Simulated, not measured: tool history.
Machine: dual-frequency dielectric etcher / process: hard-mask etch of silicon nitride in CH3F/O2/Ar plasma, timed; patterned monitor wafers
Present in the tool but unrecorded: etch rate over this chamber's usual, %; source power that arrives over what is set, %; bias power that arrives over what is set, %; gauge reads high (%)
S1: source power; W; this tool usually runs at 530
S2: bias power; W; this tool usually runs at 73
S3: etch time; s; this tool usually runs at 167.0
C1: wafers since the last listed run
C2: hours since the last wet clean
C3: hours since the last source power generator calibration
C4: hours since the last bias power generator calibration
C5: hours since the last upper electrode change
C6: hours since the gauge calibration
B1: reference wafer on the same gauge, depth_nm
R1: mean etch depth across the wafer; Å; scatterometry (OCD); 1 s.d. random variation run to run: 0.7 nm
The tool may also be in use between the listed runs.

run 1 hour=0.0 | S1=570 S2=73 S3=167.0 | C1=0 C2=593.1 C3=706.0 C4=1188.9 C5=3014.6 C6=1262.4 | B1=104.0 | R1=1353
-- hour=48.6 wet clean of the chamber
-- hour=50.3 gauge calibrated
run 2 hour=86.3 | S1=530 S2=73 S3=167.0 | C1=447 C2=37.7 C3=792.3 C4=1275.2 C5=3100.9 C6=36.0 | B1=103.8 | R1=1258
run 3 hour=188.4 | S1=530 S2=73 S3=167.0 | C1=733 C2=139.8 C3=894.4 C4=1377.3 C5=3203.0 C6=138.1 | B1=104.3 | R1=1247
run 4 hour=257.6 | S1=530 S2=68 S3=167.0 | C1=497 C2=209.0 C3=963.6 C4=1446.5 C5=3272.2 C6=207.3 | B1=103.9 | R1=1217
run 5 hour=304.9 | S1=530 S2=68 S3=167.0 | C1=339 C2=256.3 C3=1010.9 C4=1493.8 C5=3319.5 C6=254.6 | B1=104.0 | R1=1233
run 6 hour=409.5 | S1=530 S2=68 S3=167.0 | C1=751 C2=360.9 C3=1115.5 C4=1598.4 C5=3424.1 C6=359.2 | B1=103.9 | R1=1226
run 7 hour=464.0 | S1=530 S2=73 S3=167.0 | C1=391 C2=415.4 C3=1170.0 C4=1652.9 C5=3478.6 C6=413.7 | B1=103.8 | R1=1287
run 8 hour=525.1 | S1=530 S2=73 S3=167.0 | C1=438 C2=476.5 C3=1231.1 C4=1714.0 C5=3539.7 C6=474.8 | B1=104.1 | R1=1295
run 9 hour=568.6 | S1=530 S2=73 S3=167.0 | C1=312 C2=520.0 C3=1274.6 C4=1757.5 C5=3583.2 C6=518.3 | B1=103.9 | R1=1301
run 10 hour=664.6 | S1=560 S2=61 S3=167.0 | C1=689 C2=616.0 C3=1370.6 C4=1853.5 C5=3679.2 C6=614.3 | B1=104.4 | R1=1224
-- hour=750.0 wet clean of the chamber
run 11 hour=750.5 | S1=560 S2=61 S3=167.0 | C1=444 C2=0.5 C3=1456.5 C4=1939.4 C5=3765.1 C6=700.2 | B1=103.9 | R1=1172
run 12 hour=801.1 | S1=620 S2=59 S3=144.0 | C1=363 C2=51.1 C3=1507.1 C4=1990.0 C5=3815.7 C6=750.8 | B1=104.2 | R1=1021
-- hour=967.3 upper electrode replaced
run 13 hour=1009.6 | S1=450 S2=55 S3=216.0 | C1=1325 C2=259.6 C3=1715.6 C4=2198.5 C5=42.3 C6=959.3 | B1=104.2 | R1=1373
-- hour=1079.1 bias power generator calibrated
run 14 hour=1091.0 | S1=530 S2=73 S3=167.0 | C1=555 C2=341.0 C3=1797.0 C4=11.9 C5=123.7 C6=1040.7 | B1=104.0 | R1=1292
-- hour=1117.7 gauge calibrated
run 15 hour=1181.5 | S1=530 S2=73 S3=167.0 | C1=649 C2=431.5 C3=1887.5 C4=102.4 C5=214.2 C6=63.8 | B1=104.1 | R1=1301
-- hour=1206.0 source power generator calibrated
run 16 hour=1273.3 | S1=530 S2=73 S3=167.0 | C1=630 C2=523.3 C3=67.3 C4=194.2 C5=306.0 C6=155.6 | B1=104.0 | R1=1302
-- hour=1355.0 wet clean of the chamber
run 17 hour=1355.5 | S1=530 S2=73 S3=167.0 | C1=418 C2=0.5 C3=149.5 C4=276.4 C5=388.2 C6=237.8 | B1=104.0 | R1=1257
run 18 hour=1422.6 | S1=470 S2=62 S3=205.5 | C1=481 C2=67.6 C3=216.6 C4=343.5 C5=455.3 C6=304.9 | B1=103.9 | R1=1366
run 19 hour=1510.2 | S1=590 S2=73 S3=188.0 | C1=629 C2=155.2 C3=304.2 C4=431.1 C5=542.9 C6=392.5 | B1=104.0 | R1=1481
run 20 hour=1593.6 | S1=530 S2=83 S3=211.5 | C1=599 C2=238.6 C3=387.6 C4=514.5 C5=626.3 C6=475.9 | B1=104.1 | R1=1726
run 21 hour=1699.0 | S1=430 S2=73 S3=167.0 | C1=757 C2=344.0 C3=493.0 C4=619.9 C5=731.7 C6=581.3 | B1=104.0 | R1=1212
run 22 hour=1758.6 | S1=570 S2=73 S3=180.5 | C1=428 C2=403.6 C3=552.6 C4=679.5 C5=791.3 C6=640.9 | B1=104.0 | R1=1448

Exercise: give the hidden state of the tool at every run:
source power that arrives over what is set, %: 0 across all the runs
bias power that arrives over what is set, %: 0 across all the runs
gauge reads high (%): 0 across all the runs
H1: etch rate over this chamber's usual, %
run=1 H1=4.47
run=2 H1=0.226
run=3 H1=1.1
run=4 H1=1.69
run=5 H1=2.1
run=6 H1=3
run=7 H1=3.46
run=8 H1=3.99
run=9 H1=4.36
run=10 H1=5.18
run=11 H1=0.602
run=12 H1=1.04
run=13 H1=2.82
run=14 H1=3.52
run=15 H1=4.3
run=16 H1=5.08
run=17 H1=0.655
run=18 H1=1.23
run=19 H1=1.98
run=20 H1=2.7
run=21 H1=3.6
run=22 H1=4.11
